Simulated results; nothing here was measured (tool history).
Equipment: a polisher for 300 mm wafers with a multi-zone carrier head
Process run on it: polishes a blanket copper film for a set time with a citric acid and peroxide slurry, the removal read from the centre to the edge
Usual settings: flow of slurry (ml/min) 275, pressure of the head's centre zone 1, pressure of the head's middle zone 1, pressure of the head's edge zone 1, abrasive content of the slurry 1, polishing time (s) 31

run,hour,flow of slurry (ml/min),pressure of the head's centre zone,pressure of the head's middle zone,pressure of the head's edge zone,abrasive content of the slurry,polishing time (s),wafers since the last listed run,wafers polished on this pad,hours since the slurry nozzle was cleaned,hours since the centre zone pressure was calibrated,hours since the edge zone pressure was calibrated,hours since the carrier head's membrane was replaced,"incoming thickness of the incoming film, nm",film removed at the wafer's centre (Å),film removed at mid-radius (Å),film removed at the wafer's edge (Å)
1,0,230,0.92,1,1,1,31,0,140,152.3,352.8,82.5,914.9,883.8,570,566,563
# hour 13.8: centre zone pressure recalibrated
2,23.9,230,0.92,1,1,1,31,184,324,176.2,10.1,106.4,938.8,884.2,515,557,566
3,51.8,230,0.92,1,1,1,31,234,559,204.1,38,134.3,966.7,877.7,519,553,566
4,67.8,275,1.08,1,1,1,24,134,694,220.1,54,150.3,982.7,882.3,469,440,434
# hour 74.1: worn pad replaced by a new one
5,98.6,275,1.08,1,1,1,24,225,206,250.9,84.8,181.1,1013.5,872.6,467,433,438
6,144.4,275,1,1,1,1,31,385,591,296.7,130.6,226.9,1059.3,887.3,565,565,564
7,159.6,275,1,1,1,1,31,127,718,311.9,145.8,242.1,1074.5,864.9,579,566,568
8,173.1,275,1,1,1,1,31,113,832,325.4,159.3,255.6,1088,870.6,580,570,580
# hour 178.6: worn pad replaced by a new one
9,192.2,275,1,1,1,1,31,126,114,344.5,178.4,274.7,1107.1,866.5,582,566,565
10,224.2,275,1,1,1,1,31,269,383,376.5,210.4,306.7,1139.1,884,594,566,573
# hour 234.3: edge zone pressure recalibrated
11,245.6,275,1,1,1,1,31,163,546,397.9,231.8,11.3,1160.5,891.1,593,560,572

Run 12, settings as shown, results not yet in. Your forecast:
# hour 275: slurry nozzle cleaned
# hour 275.7: carrier head's membrane replaced by a new one
# hour 283.9: worn pad replaced by a new one
12,284.4,275,1,1,0.89,0.75,22,278,4,9.4,270.6,50.1,8.7,892,?,?,?

Run 12 measured film removed at the wafer's centre (Å) 401, film removed at mid-radius (Å) 375, film removed at the wafer's edge (Å) 359.
With no hidden state in the tool, this same run would have given film removed at the wafer's centre (Å) 381, film removed at mid-radius (Å) 377, film removed at the wafer's edge (Å) 360.

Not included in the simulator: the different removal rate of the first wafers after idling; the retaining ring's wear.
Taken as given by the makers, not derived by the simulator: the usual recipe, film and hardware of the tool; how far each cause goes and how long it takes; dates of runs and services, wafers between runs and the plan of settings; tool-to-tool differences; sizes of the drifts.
